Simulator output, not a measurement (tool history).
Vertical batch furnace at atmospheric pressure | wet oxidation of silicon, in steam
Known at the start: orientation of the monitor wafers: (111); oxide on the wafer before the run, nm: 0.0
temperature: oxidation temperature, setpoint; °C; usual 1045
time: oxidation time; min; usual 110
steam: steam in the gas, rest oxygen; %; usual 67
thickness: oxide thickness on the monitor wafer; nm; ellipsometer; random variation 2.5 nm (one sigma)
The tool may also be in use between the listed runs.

| run | day | temperature | time | steam | read-back reference wafer on the same gauge, thickness | thickness |
|---|---|---|---|---|---|---|
| 1 | 0 | 1045 | 110 | 67 | 787.71 | 672.67 |
| 2 | 2.588 | 1045 | 110 | 67 | 788.91 | 666.39 |
| 3 | 5.792 | 1045 | 110 | 67 | 788.66 | 672.16 |
| 4 | 9.146 | 1045 | 110 | 67 | 788.96 | 667.31 |
| 5 | 11.112 | 1045 | 110 | 67 | 788.28 | 668.24 |
| 6 | 13.933 | 1058 | 110 | 67 | 788.17 | 708.21 |
| 7 | 16.217 | 1045 | 110 | 67 | 787.76 | 673.02 |
| 8 | 20.679 | 1045 | 110 | 67 | 788.65 | 670.46 |
| 9 | 22.296 | 1045 | 110 | 67 | 786.78 | 668.05 |
| 10 | 25.838 | 1053 | 110 | 67 | 788.29 | 691.93 |
| 11 | 29.633 | 1053 | 110 | 67 | 788.72 | 690.53 |
| 12 | 32.079 | 1053 | 110 | 67 | 789.12 | 692.23 |
| 13 | 33.879 | 1045 | 110 | 67 | 787.85 | 672.29 |
| 14 | 35.642 | 1045 | 110 | 67 | 787.45 | 669.24 |
| 15 | 39.875 | 1045 | 110 | 67 | 788.63 | 672.04 |
| 16 | 43.312 | 1045 | 110 | 67 | 788.84 | 670.02 |
| 17 | 47.783 | 1045 | 110 | 56 | 788.84 | 610.06 |
| 18 | 49.325 | 1045 | 110 | 67 | 788.2 | 667.78 |
|  | 52.821 | gauge calibrated |
|  | 54.062 | thermocouples replaced and temperature profile calibrated |
|  | 57.621 | steam generator serviced |
| 19 | 62.058 | 1033 | 110 | 67 | 788.82 | 654.71 |
| 20 | 63.875 | 1026 | 63.5 | 73 | 787.83 | 485.6 |
| 21 | 66.458 | 1021 | 110 | 67 | 788.13 | 619.8 |
| 22 | 70.233 | 1053 | 110 | 67 | 787.72 | 710.64 |
| 23 | 74.379 | 1053 | 110 | 77 | 788.27 | 768.95 |
| 24 | 77.421 | 1064 | 152 | 56 | 788.27 | 798.79 |
| 25 | 86.975 | 1056 | 110 | 67 | 787.39 | 718.7 |
| 26 | 89.362 | 1023 | 110 | 67 | 786.98 | 622.13 |
| 27 | 93.117 | 1045 | 110 | 67 | 787.95 | 677.94 |
| 28 | 95.588 | 1045 | 110 | 67 | 788.67 | 681.08 |
| 29 | 97.667 | 1068 | 110 | 78 | 788.41 | 808.08 |
| 30 | 100.779 | 1020 | 95 | 67 | 787.74 | 563.32 |
| 31 | 103.783 | 1045 | 110 | 67 | 788.41 | 680.12 |
| 32 | 105.838 | 1061 | 81.5 | 64 | 788.89 | 593.22 |
| 33 | 110.267 | 1020 | 150 | 67 | 786.43 | 730.25 |

3 ways to go on from here, each from the tool as it stands after run 33. What would each give?
| A | 110.492 | 1045 | 110 | 67 | ? | ? |
| B | 110.492 | 1060 | 135.5 | 75 | ? | ? |
| C | 110.492 | 1039 | 110 | 67 | ? | ? |

| run | read-back reference wafer on the same gauge, thickness | thickness |
|---|---|---|
| A | 787.56 | 677.22 |
| B | 787.56 | 855.64 |
| C | 787.56 | 660.81 |
Without the tool's hidden state the same runs would have given:
| run | thickness |
|---|---|
| A | 690.92 |
| B | 873.41 |
| C | 674.04 |
